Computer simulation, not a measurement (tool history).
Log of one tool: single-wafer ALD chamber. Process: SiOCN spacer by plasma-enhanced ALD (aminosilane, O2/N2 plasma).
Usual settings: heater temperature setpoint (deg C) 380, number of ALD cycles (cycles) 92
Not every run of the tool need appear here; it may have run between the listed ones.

run	hour	heater temperature setpoint (deg C)	number of ALD cycles (cycles)	read-back reference wafer on the same gauge, thickness_nm	mean film thickness on the monitor wafer (angstrom)
1	0	376	79	4.666	45.68
2	9.4	376	79	4.665	45.52
3	21.2	372	92	4.663	53.15
4	33.1	372	92	4.662	53.02
5	49.5	372	92	4.657	52.99
6	69.5	380	83	4.657	47.76
7	78.9	380	83	4.659	47.61
8	87.5	380	83	4.656	47.83
9	103.9	380	92	4.653	52.89
10	116.4	373	92	4.652	53.03
11	128.3	380	92	4.649	52.94
12	146	380	92	4.647	52.82
13	158.6	384	92	4.644	52.73
14	171.3	384	92	4.643	52.67
15	186.4	384	92	4.639	52.68
16	196.9	374	92	4.639	52.83
17	213.6	380	80	4.636	45.93
18	220	380	92	4.636	52.64
# hour 234.1: thermocouple changed; heater temperature recalibrated
19	234.6	380	81	4.632	46.54
20	241.1	388	102	4.629	58.13
21	258.7	380	92	4.63	52.36
22	272.6	380	92	4.623	52.47
23	284.6	380	92	4.621	52.61
24	299.9	392	86	4.616	48.92
25	324.9	388	92	4.613	52.25
26	340.2	391	92	4.604	52.55
27	353.6	380	81	4.6	45.98
28	368.9	367	103	4.602	58.36
29	382.1	393	74	4.598	41.88
30	399.1	369	92	4.595	52.32
# hour 413.8: gauge calibrated
31	427.9	385	92	4.688	53.27
32	437.1	387	106	4.686	61.24
33	454.1	380	92	4.685	53.47
34	464.8	380	92	4.687	53.53
35	480.3	380	92	4.684	53.31
36	486.7	380	106	4.684	61.35
37	495.4	371	76	4.683	44.09
38	504.6	380	92	4.684	53.29
39	514.8	376	92	4.686	53.09
40	524.7	374	106	4.682	61.08
41	534.5	380	107	4.682	62.27
42	545.3	380	76	4.683	43.91
43	553.7	384	98	4.685	56.64
44	570.3	380	100	4.681	57.57
45	580.8	380	92	4.683	53.12
46	597.1	366	100	4.678	57.71

Each row is a separate what-if for the run after 46, all from the same tool condition, not one after another. Results?
A	597.7	380	92	?	?
B	597.7	367	77	?	?
C	597.7	380	74	?	?

run	read-back reference wafer on the same gauge, thickness_nm	mean film thickness on the monitor wafer (angstrom)
A	4.678	53.36
B	4.678	44.66
C	4.678	42.92
Had the tool no hidden state, the same runs would have come out as:
run	mean film thickness on the monitor wafer (angstrom)
A	53.38
B	44.67
C	42.93
